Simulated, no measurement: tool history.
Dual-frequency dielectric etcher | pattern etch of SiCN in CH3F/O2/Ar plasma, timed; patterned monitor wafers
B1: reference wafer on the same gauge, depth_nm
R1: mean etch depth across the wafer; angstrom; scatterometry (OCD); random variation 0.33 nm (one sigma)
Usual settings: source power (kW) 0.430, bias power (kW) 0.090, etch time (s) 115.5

Run 1, hour 0.0: usual settings; B1 50.35. Result: R1 510.1 angstrom.
Run 2, hour 99.1: usual settings; B1 50.45. Result: R1 513.8 angstrom.
Run 3, hour 111.8: usual settings; B1 50.47. Result: R1 516.1 angstrom.
At hour 122.7: source power generator calibrated.
Run 4, hour 125.2: usual settings; B1 50.41. Result: R1 514.6 angstrom.
Run 5, hour 160.0: usual settings but source power (kW) 0.510; B1 50.46. Result: R1 537.9 angstrom.
Run 6, hour 176.3: usual settings but source power (kW) 0.510; B1 50.40. Result: R1 547.9 angstrom.
Run 7, hour 192.8: usual settings but source power (kW) 0.340, bias power (kW) 0.107, etch time (s) 134.5; B1 50.37. Result: R1 612.1 angstrom.
Run 8, hour 223.0: usual settings but source power (kW) 0.370, etch time (s) 149.0; B1 50.41. Result: R1 632.8 angstrom.
At hour 252.3: gauge calibrated.
Run 9, hour 256.9: usual settings but source power (kW) 0.520, bias power (kW) 0.096, etch time (s) 136.5; B1 50.37. Result: R1 673.7 angstrom.
Run 10, hour 286.8: usual settings but bias power (kW) 0.080, etch time (s) 140.0; B1 50.47. Result: R1 599.2 angstrom.
At hour 302.7: bias power generator calibrated.
Run 11, hour 304.6: usual settings but source power (kW) 0.500, bias power (kW) 0.110, etch time (s) 147.0; B1 50.36. Result: R1 773.4 angstrom.
Run 12, hour 337.2: usual settings; B1 50.45. Result: R1 526.5 angstrom.
At hour 363.1: wet clean of the chamber.
Run 13, hour 363.6: usual settings; B1 50.37. Result: R1 499.2 angstrom.
Run 14, hour 367.3: usual settings; B1 50.52. Result: R1 496.2 angstrom.
Run 15, hour 398.9: usual settings but source power (kW) 0.360, bias power (kW) 0.070, etch time (s) 133.0; B1 50.48. Result: R1 475.7 angstrom.
Run 16, hour 419.9: usual settings; B1 50.38. Result: R1 504.3 angstrom.
Run 17, hour 442.5: usual settings but etch time (s) 147.5; B1 50.32. Result: R1 641.8 angstrom.
Run 18, hour 461.3: usual settings but bias power (kW) 0.101; B1 50.44. Result: R1 539.5 angstrom.
Run 19, hour 552.8: usual settings; B1 50.34. Result: R1 513.6 angstrom.
Run 20, hour 576.5: usual settings but source power (kW) 0.380, etch time (s) 138.0; B1 50.36. Result: R1 590.8 angstrom.
Run 21, hour 604.4: usual settings but etch time (s) 125.5; B1 50.35. Result: R1 562.7 angstrom.
Run 22, hour 624.4: usual settings but bias power (kW) 0.081; B1 50.24. Result: R1 486.6 angstrom.
Run 23, hour 637.5: usual settings but etch time (s) 137.0; B1 50.39. Result: R1 609.6 angstrom.
Run 24, hour 654.9: usual settings; B1 50.22. Result: R1 517.5 angstrom.
Run 25, hour 681.8: usual settings but etch time (s) 146.5; B1 50.32. Result: R1 667.4 angstrom.
Run 26, hour 711.6: usual settings but source power (kW) 0.480, bias power (kW) 0.111; B1 50.41. Result: R1 605.0 angstrom.
Run 27, hour 733.5: usual settings but bias power (kW) 0.084; B1 50.37. Result: R1 504.6 angstrom.
Run 28, hour 755.6: usual settings but bias power (kW) 0.097; B1 50.41. Result: R1 541.7 angstrom.
Run 29, hour 772.1: usual settings but source power (kW) 0.340, bias power (kW) 0.107, etch time (s) 134.5; B1 50.39. Result: R1 613.8 angstrom.
Run 30, hour 808.1: usual settings; B1 50.45. Result: R1 520.6 angstrom.
Run 31, hour 832.4: usual settings but bias power (kW) 0.079; B1 50.39. Result: R1 491.9 angstrom.

What the log doesn't show, run by run:
source power that arrives over what is set, %: 0 in every run
bias power that arrives over what is set, %: 0 in every run
gauge reads high (%): 0 in every run
H1: etch rate over this chamber's usual, %
run     H1
  1   1.43
  2   2.45
  3   2.58
  4   2.72
  5   3.07
  6   3.24
  7   3.41
  8   3.72
  9   4.07
 10   4.37
 11   4.56
 12   4.89
 13  0.101
 14  0.139
 15  0.464
 16  0.679
 17  0.911
 18    1.1
 19   2.04
 20   2.29
 21   2.57
 22   2.78
 23   2.91
 24   3.09
 25   3.37
 26   3.67
 27    3.9
 28   4.12
 29   4.29
 30   4.66
 31   4.91

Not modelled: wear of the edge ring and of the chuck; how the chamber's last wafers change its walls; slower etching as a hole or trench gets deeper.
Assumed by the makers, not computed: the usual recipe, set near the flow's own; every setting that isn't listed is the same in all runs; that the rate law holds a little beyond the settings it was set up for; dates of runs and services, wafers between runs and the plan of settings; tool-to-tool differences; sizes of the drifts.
